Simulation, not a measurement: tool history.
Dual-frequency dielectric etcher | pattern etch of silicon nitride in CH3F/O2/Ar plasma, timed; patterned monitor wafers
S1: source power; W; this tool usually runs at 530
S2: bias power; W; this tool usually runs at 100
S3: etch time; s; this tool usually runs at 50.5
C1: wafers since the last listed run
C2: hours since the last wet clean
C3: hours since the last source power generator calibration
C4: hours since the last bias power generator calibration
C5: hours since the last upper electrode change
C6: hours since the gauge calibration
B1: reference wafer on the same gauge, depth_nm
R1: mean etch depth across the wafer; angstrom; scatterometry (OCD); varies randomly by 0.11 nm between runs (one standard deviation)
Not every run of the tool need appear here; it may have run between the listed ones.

run	day	S1	S2	S3	C1	C2	C3	C4	C5	C6	B1	R1
1	0.000	530	100	50.5	0	358.4	3570.5	709.2	4416.2	833.9	39.02	424.8
2	2.342	530	100	50.5	646	414.6	3626.7	765.4	4472.4	890.1	39.00	426.4
# day 5.204: wet clean of the chamber
3	5.225	530	100	50.5	519	0.5	3695.9	834.6	4541.6	959.3	38.98	425.3
4	6.683	530	100	50.5	402	35.5	3730.9	869.6	4576.6	994.3	39.00	426.7
5	7.746	530	100	50.5	293	61.0	3756.4	895.1	4602.1	1019.8	39.02	425.9
6	10.383	530	100	50.5	728	124.3	3819.7	958.4	4665.4	1083.1	39.03	426.5
7	11.638	530	100	50.5	346	154.4	3849.8	988.5	4695.5	1113.2	39.02	428.5
8	13.967	530	100	50.5	643	210.3	3905.7	1044.4	4751.4	1169.1	39.01	426.9
9	16.267	560	100	50.5	634	265.5	3960.9	1099.6	4806.6	1224.3	38.97	438.9
10	19.217	560	100	50.5	814	336.3	4031.7	1170.4	4877.4	1295.1	38.97	437.5
11	20.975	560	100	50.5	485	378.5	4073.9	1212.6	4919.6	1337.3	39.01	439.4
12	22.733	530	100	50.5	485	420.7	4116.1	1254.8	4961.8	1379.5	39.00	427.5
# day 22.958: source power generator calibrated
13	24.425	530	100	50.5	421	461.3	35.2	1295.4	5002.4	1420.1	39.01	440.9
# day 26.879: wet clean of the chamber
14	26.900	530	100	56.0	407	0.5	94.6	1354.8	5061.8	1479.5	39.02	487.5
# day 28.958: upper electrode replaced
15	29.179	530	100	50.5	353	55.2	149.3	1409.5	5.3	1534.2	39.00	440.0
16	31.646	470	121	40.0	681	114.4	208.5	1468.7	64.5	1593.4	39.00	349.5
17	33.883	530	100	50.5	617	168.1	262.2	1522.4	118.2	1647.1	39.03	440.7
18	36.288	530	115	65.0	663	225.8	319.9	1580.1	175.9	1704.8	38.99	590.6
# day 37.638: gauge calibrated
19	38.292	530	91	50.5	553	273.9	368.0	1628.2	224.0	15.7	39.01	427.8
20	40.683	570	116	55.0	660	331.3	425.4	1685.6	281.4	73.1	38.95	519.1
21	42.275	610	117	61.5	439	369.5	463.6	1723.8	319.6	111.3	39.00	597.1
22	43.833	410	76	50.5	430	406.9	501.0	1761.2	357.0	148.7	38.97	362.5
# day 44.325: bias power generator calibrated
23	46.479	530	76	44.5	684	470.4	564.5	51.7	420.5	212.2	39.01	354.9
# day 47.700: wet clean of the chamber
24	48.304	530	100	50.5	227	14.5	608.3	95.5	464.3	256.0	38.98	432.4
25	52.492	530	100	50.5	1156	115.0	708.8	196.0	564.8	356.5	39.02	433.2
26	53.583	530	100	50.5	301	141.2	735.0	222.2	591.0	382.7	38.99	434.5
27	59.796	530	100	50.5	1715	290.3	884.1	371.3	740.1	531.8	39.01	432.3
28	61.746	580	76	55.0	538	337.1	930.9	418.1	786.9	578.6	39.02	455.4

Hidden condition of the tool, last listed run before each entry between runs versus first listed run after:
In the gap between runs 2 and 3: wet clean of the chamber (day 5.204)
  source power that arrives over what is set, %: -5.58 -> -5.6; bias power that arrives over what is set, %: 0.555 -> 0.753
  the result without the hidden state subtracted from the measured one, R1: -10.2 -> -9.9 angstrom
In the gap between runs 12 and 13: source power generator calibrated (day 22.958)
  source power that arrives over what is set, %: -5.69 -> 0.265; bias power that arrives over what is set, %: 2.33 -> 2.51
  the result without the hidden state subtracted from the measured one, R1: -8.1 -> +3.8 angstrom
In the gap between runs 13 and 14: wet clean of the chamber (day 26.879)
  source power that arrives over what is set, %: 0.265 -> 0.0462; bias power that arrives over what is set, %: 2.51 -> 2.8
  the result without the hidden state subtracted from the measured one, R1: +3.8 -> +4.1 angstrom
In the gap between runs 14 and 15: upper electrode replaced (day 28.958)
  source power that arrives over what is set, %: 0.0462 -> -0.147; bias power that arrives over what is set, %: 2.8 -> 3.07
  the result without the hidden state subtracted from the measured one, R1: +4.1 -> +3.7 angstrom
In the gap between runs 18 and 19: gauge calibrated (day 37.638)
  source power that arrives over what is set, %: -0.701 -> -0.846; bias power that arrives over what is set, %: 3.98 -> 4.26
  the result without the hidden state subtracted from the measured one, R1: +5.2 -> +3.7 angstrom
In the gap between runs 22 and 23: bias power generator calibrated (day 44.325)
  source power that arrives over what is set, %: -1.22 -> -1.38; bias power that arrives over what is set, %: 5.07 -> 0.824
  the result without the hidden state subtracted from the measured one, R1: +3.2 -> -1.4 angstrom
In the gap between runs 23 and 24: wet clean of the chamber (day 47.700)
  source power that arrives over what is set, %: -1.38 -> -1.49; bias power that arrives over what is set, %: 0.824 -> 0.835
  the result without the hidden state subtracted from the measured one, R1: -1.4 -> -1.7 angstrom
